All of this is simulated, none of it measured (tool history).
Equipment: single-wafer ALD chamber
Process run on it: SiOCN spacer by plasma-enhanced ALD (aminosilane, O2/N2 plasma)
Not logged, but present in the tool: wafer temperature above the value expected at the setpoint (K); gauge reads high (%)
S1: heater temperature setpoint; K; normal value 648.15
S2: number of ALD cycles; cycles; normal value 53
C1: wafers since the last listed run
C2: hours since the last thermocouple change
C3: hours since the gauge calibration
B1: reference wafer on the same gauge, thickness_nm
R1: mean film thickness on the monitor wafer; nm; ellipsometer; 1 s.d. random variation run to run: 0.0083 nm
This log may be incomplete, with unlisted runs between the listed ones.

run,day,S1,S2,C1,C2,C3,B1,R1
1,0.000,648.15,53,0,1996.0,82.3,3.054,3.327
2,2.946,648.15,53,297,2066.7,153.0,3.062,3.354
3,5.496,648.15,53,257,2127.9,214.2,3.069,3.349
4,7.171,648.15,53,169,2168.1,254.4,3.071,3.340
5,9.725,648.15,53,257,2229.4,315.7,3.077,3.367
6,10.938,659.15,49,122,2258.5,344.8,3.075,3.106
7,12.092,659.15,49,116,2286.2,372.5,3.079,3.115

What will run 8 give?
# day 13.633: gauge calibrated
8,13.833,639.15,53,175,2328.0,4.8,?,?

{"run 8": {"B1": 3.037, "R1": 3.326}}
Were there no unlogged condition in the tool, this run, its random variation unchanged, would have produced R1 3.314 nm.
